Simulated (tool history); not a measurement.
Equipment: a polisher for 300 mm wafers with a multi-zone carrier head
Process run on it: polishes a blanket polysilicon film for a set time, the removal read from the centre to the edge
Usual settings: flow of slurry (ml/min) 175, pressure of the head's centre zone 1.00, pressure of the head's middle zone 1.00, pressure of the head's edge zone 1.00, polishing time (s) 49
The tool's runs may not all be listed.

run	hour	flow of slurry (ml/min)	pressure of the head's centre zone	pressure of the head's middle zone	pressure of the head's edge zone	polishing time (s)	wafers since the last listed run	wafers polished on this pad	hours since the slurry nozzle was cleaned	hours since the centre zone pressure was calibrated	hours since the edge zone pressure was calibrated	hours since the carrier head's membrane was replaced	incoming thickness of the incoming film, nm	film removed at the wafer's centre (Å)	film removed at mid-radius (Å)	film removed at the wafer's edge (Å)
1	0.0	175	1.00	1.00	1.00	49	0	5461	595.8	1207.8	626.0	185.5	1268.4	3853	3954	3971
# hour 24.8: edge zone pressure recalibrated
2	62.6	175	1.00	1.00	1.08	60	533	5995	658.4	1270.4	37.8	248.1	1250.5	4684	4791	4957
3	135.0	175	1.00	1.00	1.00	49	637	6632	730.8	1342.8	110.2	320.5	1277.1	3834	3873	3865
# hour 199.5: worn pad replaced by a new one
4	234.4	175	1.00	1.00	1.08	60	840	307	830.2	1442.2	209.6	419.9	1275.1	4453	4643	4861
# hour 306.3: slurry nozzle cleaned
5	341.0	175	1.00	1.11	1.00	49	929	1237	34.7	1548.8	316.2	526.5	1268.4	4037	4379	4065
# hour 423.6: centre zone pressure recalibrated
6	440.9	175	1.00	1.00	0.91	33	862	2099	134.6	17.3	416.1	626.4	1248.9	2712	2776	2592
7	480.5	125	1.00	1.00	1.06	41	348	2448	174.2	56.9	455.7	666.0	1261.9	3088	3186	3328
8	519.5	175	1.00	1.00	1.00	49	343	2791	213.2	95.9	494.7	705.0	1261.7	3979	4095	4080
9	627.0	135	1.00	1.00	1.08	49	946	3738	320.7	203.4	602.2	812.5	1264.3	3725	3866	3993
# hour 702.5: edge zone pressure recalibrated
# hour 879.2: worn pad replaced by a new one
10	885.1	235	1.00	1.00	1.00	60	2219	52	578.8	461.5	182.6	1070.6	1285.1	5081	5095	5044
# hour 1073.3: slurry nozzle cleaned
# hour 1105.0: carrier head's membrane replaced by a new one
11	1127.8	210	1.00	1.00	1.00	59	2084	2136	54.5	704.2	425.3	22.8	1258.2	4981	5067	4994
12	1169.0	160	0.90	0.92	1.06	49	362	2499	95.7	745.4	466.5	64.0	1272.9	3623	3797	4097
13	1223.8	215	1.04	0.90	0.91	49	482	2981	150.5	800.2	521.3	118.8	1267.7	4234	3905	3957
14	1268.6	175	1.00	0.95	0.96	33	394	3376	195.3	845.0	566.1	163.6	1293.2	2701	2676	2664
15	1358.4	190	1.00	1.00	1.00	49	790	4166	285.1	934.8	655.9	253.4	1262.6	4067	4123	4072
16	1453.1	230	1.00	0.95	0.96	56	833	5000	379.8	1029.5	750.6	348.1	1268.1	4776	4691	4699
# hour 1492.8: edge zone pressure recalibrated
# hour 1542.5: worn pad replaced by a new one
17	1555.2	215	0.90	1.00	1.00	49	846	111	481.9	1131.6	62.4	450.2	1258.0	3773	4204	4062
18	1641.8	230	1.00	1.00	1.06	49	762	874	568.5	1218.2	149.0	536.8	1296.4	4083	4115	4215
19	1723.4	195	1.00	1.00	1.00	49	718	1592	650.1	1299.8	230.6	618.4	1255.6	3960	3997	4005
20	1769.0	175	1.00	1.08	0.92	37	401	1994	695.7	1345.4	276.2	664.0	1288.3	2911	3110	2918
21	1872.5	175	0.88	1.00	0.90	49	911	2905	799.2	1448.9	379.7	767.5	1265.3	3404	3855	3740
22	1979.6	175	1.00	1.00	1.00	49	943	3848	906.3	1556.0	486.8	874.6	1287.3	3647	3713	3750
# hour 2006.3: centre zone pressure recalibrated
# hour 2038.9: slurry nozzle cleaned
23	2050.2	175	1.08	0.94	1.00	49	595	4443	11.3	43.9	557.4	945.2	1276.2	4283	3929	4053

Consider 3 possible next runs. They are alternatives, not a sequence: every one starts from the tool as it was left by run 23. What does each give?
A	2050.6	175	1.00	1.10	1.00	49	3	4447	11.7	44.3	557.8	945.6	1256.9	?	?	?
B	2050.6	175	1.00	1.00	0.97	35	3	4447	11.7	44.3	557.8	945.6	1256.9	?	?	?
C	2050.6	205	1.00	1.00	0.96	49	3	4447	11.7	44.3	557.8	945.6	1256.9	?	?	?

run	film removed at the wafer's centre (Å)	film removed at mid-radius (Å)	film removed at the wafer's edge (Å)
A	3996	4308	4045
B	2853	2898	2857
C	4108	4161	4058
With the hidden condition removed and each run's random variation left untouched, the same runs would have given:
run	film removed at the wafer's centre (Å)	film removed at mid-radius (Å)	film removed at the wafer's edge (Å)
A	4012	4323	4055
B	2864	2909	2865
C	4122	4173	4067
